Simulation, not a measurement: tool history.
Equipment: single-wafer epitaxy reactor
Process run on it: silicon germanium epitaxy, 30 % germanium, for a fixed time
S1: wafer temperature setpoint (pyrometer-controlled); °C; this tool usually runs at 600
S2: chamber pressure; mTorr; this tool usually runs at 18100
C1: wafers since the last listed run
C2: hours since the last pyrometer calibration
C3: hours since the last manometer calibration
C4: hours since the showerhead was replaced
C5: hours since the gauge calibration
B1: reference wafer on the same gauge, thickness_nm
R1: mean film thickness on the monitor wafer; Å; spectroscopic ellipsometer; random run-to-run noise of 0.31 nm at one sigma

{"run": 1, "hour": 0.0, "S1": 600, "S2": 18100, "C1": 0, "C2": 1515.4, "C3": 248.2, "C4": 5452.6, "C5": 609.7, "B1": 58.136, "R1": 543.61}
{"run": 2, "hour": 34.5, "S1": 595, "S2": 18100, "C1": 580, "C2": 1549.9, "C3": 282.7, "C4": 5487.1, "C5": 644.2, "B1": 58.102, "R1": 502.45}
{"run": 3, "hour": 68.8, "S1": 600, "S2": 18100, "C1": 577, "C2": 1584.2, "C3": 317, "C4": 5521.4, "C5": 678.5, "B1": 58.059, "R1": 543.88}
{"run": 4, "hour": 140.3, "S1": 600, "S2": 18100, "C1": 1203, "C2": 1655.7, "C3": 388.5, "C4": 5592.9, "C5": 750, "B1": 58.138, "R1": 551.79}
{"run": 5, "hour": 180.8, "S1": 600, "S2": 18100, "C1": 681, "C2": 1696.2, "C3": 429, "C4": 5633.4, "C5": 790.5, "B1": 58.142, "R1": 549.19}
{"run": 6, "hour": 238.7, "S1": 589, "S2": 18100, "C1": 974, "C2": 1754.1, "C3": 486.9, "C4": 5691.3, "C5": 848.4, "B1": 58.134, "R1": 463.44}
{"run": 7, "hour": 271.9, "S1": 600, "S2": 18100, "C1": 558, "C2": 1787.3, "C3": 520.1, "C4": 5724.5, "C5": 881.6, "B1": 58.109, "R1": 553.57}
{"run": 8, "hour": 326.2, "S1": 600, "S2": 18100, "C1": 913, "C2": 1841.6, "C3": 574.4, "C4": 5778.8, "C5": 935.9, "B1": 58.127, "R1": 552.77}
{"run": 9, "hour": 396.7, "S1": 600, "S2": 18100, "C1": 1186, "C2": 1912.1, "C3": 644.9, "C4": 5849.3, "C5": 1006.4, "B1": 58.086, "R1": 554.09}
{"run": 10, "hour": 564.1, "S1": 591, "S2": 18100, "C1": 2817, "C2": 2079.5, "C3": 812.3, "C4": 6016.7, "C5": 1173.8, "B1": 58.053, "R1": 487.42}
{"run": 11, "hour": 588.2, "S1": 600, "S2": 18100, "C1": 405, "C2": 2103.6, "C3": 836.4, "C4": 6040.8, "C5": 1197.9, "B1": 58.104, "R1": 563.66}
{"run": 12, "hour": 657.0, "S1": 600, "S2": 18100, "C1": 1158, "C2": 2172.4, "C3": 905.2, "C4": 6109.6, "C5": 1266.7, "B1": 58.082, "R1": 567.58}
{"run": 13, "hour": 693.9, "S1": 593, "S2": 19400, "C1": 621, "C2": 2209.3, "C3": 942.1, "C4": 6146.5, "C5": 1303.6, "B1": 58.092, "R1": 521.37}
{"run": 14, "hour": 733.4, "S1": 612, "S2": 21400, "C1": 664, "C2": 2248.8, "C3": 981.6, "C4": 6186, "C5": 1343.1, "B1": 58.042, "R1": 738.01}
{"hour": 798.9, "done": "pyrometer calibrated"}
{"run": 15, "hour": 799.7, "S1": 610, "S2": 18100, "C1": 981, "C2": 0.8, "C3": 1047.9, "C4": 6252.3, "C5": 1409.4, "B1": 58.04, "R1": 604.75}
{"hour": 816.7, "done": "showerhead replaced"}
{"run": 16, "hour": 870.7, "S1": 595, "S2": 14000, "C1": 1060, "C2": 71.8, "C3": 1118.9, "C4": 54, "C5": 1480.4, "B1": 58.101, "R1": 430.9}
{"run": 17, "hour": 905.4, "S1": 595, "S2": 18100, "C1": 584, "C2": 106.5, "C3": 1153.6, "C4": 88.7, "C5": 1515.1, "B1": 58.118, "R1": 471.42}
{"hour": 937.4, "done": "capacitance manometer re-zeroed and calibrated"}
{"run": 18, "hour": 967.7, "S1": 600, "S2": 18100, "C1": 913, "C2": 168.8, "C3": 30.3, "C4": 151, "C5": 1577.4, "B1": 58.14, "R1": 508.41}
{"hour": 1023.6, "done": "gauge calibrated"}
{"run": 19, "hour": 1029.8, "S1": 600, "S2": 18100, "C1": 1045, "C2": 230.9, "C3": 92.4, "C4": 213.1, "C5": 6.2, "B1": 58.067, "R1": 507.5}
{"run": 20, "hour": 1062.2, "S1": 610, "S2": 19300, "C1": 545, "C2": 263.3, "C3": 124.8, "C4": 245.5, "C5": 38.6, "B1": 58.18, "R1": 611.62}
{"run": 21, "hour": 1090.8, "S1": 586, "S2": 16700, "C1": 481, "C2": 291.9, "C3": 153.4, "C4": 274.1, "C5": 67.2, "B1": 58.032, "R1": 396.76}
{"run": 22, "hour": 1125.4, "S1": 600, "S2": 18100, "C1": 582, "C2": 326.5, "C3": 188, "C4": 308.7, "C5": 101.8, "B1": 58.071, "R1": 509.08}

Expected results for the next run?
{"run": 23, "hour": 1193.9, "S1": 600, "S2": 16500, "C1": 1152, "C2": 395, "C3": 256.5, "C4": 377.2, "C5": 170.3, "B1": "?", "R1": "?"}

Run 23 yielded B1 58.078, R1 493.8 Å.
Had the tool carried no hidden state, the very same run would have given R1 496.94 Å.

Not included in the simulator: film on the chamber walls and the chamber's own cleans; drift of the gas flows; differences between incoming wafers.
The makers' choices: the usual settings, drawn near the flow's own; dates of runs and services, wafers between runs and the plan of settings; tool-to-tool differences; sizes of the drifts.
